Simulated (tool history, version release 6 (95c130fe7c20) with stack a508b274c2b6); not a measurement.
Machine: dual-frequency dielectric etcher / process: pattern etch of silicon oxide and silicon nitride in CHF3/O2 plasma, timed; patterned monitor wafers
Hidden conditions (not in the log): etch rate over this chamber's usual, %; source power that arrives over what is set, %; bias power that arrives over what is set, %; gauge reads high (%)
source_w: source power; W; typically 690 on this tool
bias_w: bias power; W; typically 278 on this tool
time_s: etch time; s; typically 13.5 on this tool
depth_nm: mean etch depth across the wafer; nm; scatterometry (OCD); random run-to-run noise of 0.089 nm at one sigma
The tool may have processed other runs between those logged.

run	hour	source_w	bias_w	time_s	wafers since the last listed run	hours since the last wet clean	hours since the last source power generator calibration	hours since the last bias power generator calibration	hours since the last upper electrode change	hours since the gauge calibration	read-back reference wafer on the same gauge, depth_nm	depth_nm
1	0	690	278	13.5	0	139	1352.3	3801.3	5343.5	458.4	20.11	23.13
2	50.3	690	238	13.5	456	189.3	1402.6	3851.6	5393.8	508.7	20.09	22.17
3	91.3	690	238	13.5	372	230.3	1443.6	3892.6	5434.8	549.7	20.09	22.14
4	154	690	278	13.5	568	293	1506.3	3955.3	5497.5	612.4	20.09	23.22
5	193.8	690	278	13.5	361	332.8	1546.1	3995.1	5537.3	652.2	20.1	23.11
6	293	690	278	13.5	900	432	1645.3	4094.3	5636.5	751.4	20.11	23.08
# hour 360: upper electrode replaced
7	384.2	690	278	13.5	609	523.2	1736.5	4185.5	24.2	842.6	20.09	23.14
# hour 461.4: wet clean of the chamber
8	489.3	690	278	13.5	735	27.9	1841.6	4290.6	129.3	947.7	20.11	22.93
# hour 509.6: bias power generator calibrated
9	583.6	730	278	13.5	819	122.2	1935.9	74	223.6	1042	20.1	23.41
10	682.4	770	346	13.5	896	221	2034.7	172.8	322.4	1140.8	20.09	25.72
11	722.5	690	307	13.5	363	261.1	2074.8	212.9	362.5	1180.9	20.11	23.75
# hour 763.8: source power generator calibrated
# hour 791.6: gauge calibrated
12	820.1	790	298	13.5	849	358.7	56.3	310.5	460.1	28.5	20.11	25.37
13	858	570	317	15	343	396.6	94.2	348.4	498	66.4	20.09	25.43
14	903	610	344	17.5	408	441.6	139.2	393.4	543	111.4	20.11	31.08
15	953.1	690	233	13.5	454	491.7	189.3	443.5	593.1	161.5	20.07	22.15
# hour 1009.7: wet clean of the chamber
16	1015	690	278	13.5	343	5.3	251.2	505.4	655	223.4	20.09	23.59
17	1091.8	790	242	13.5	696	82.1	328	582.2	731.8	300.2	20.11	23.8
18	1139.4	690	278	13.5	431	129.7	375.6	629.8	779.4	347.8	20.08	23.45
19	1191.6	690	339	13.5	473	181.9	427.8	682	831.6	400	20.09	24.96

Below are 4 alternative next runs, each starting from the tool's condition after run 19. Predict each:
A	1192	690	278	13.5	3	182.3	428.2	682.4	832	400.4	?	?
B	1192	840	278	13.5	3	182.3	428.2	682.4	832	400.4	?	?
C	1192	640	332	11.5	3	182.3	428.2	682.4	832	400.4	?	?
D	1192	590	278	14.5	3	182.3	428.2	682.4	832	400.4	?	?

run	read-back reference wafer on the same gauge, depth_nm	depth_nm
A	20.14	23.57
B	20.14	25.47
C	20.14	20.65
D	20.14	23.79
What these runs would have given with no unlogged condition in the tool:
run	depth_nm
A	23.57
B	25.47
C	20.65
D	23.79
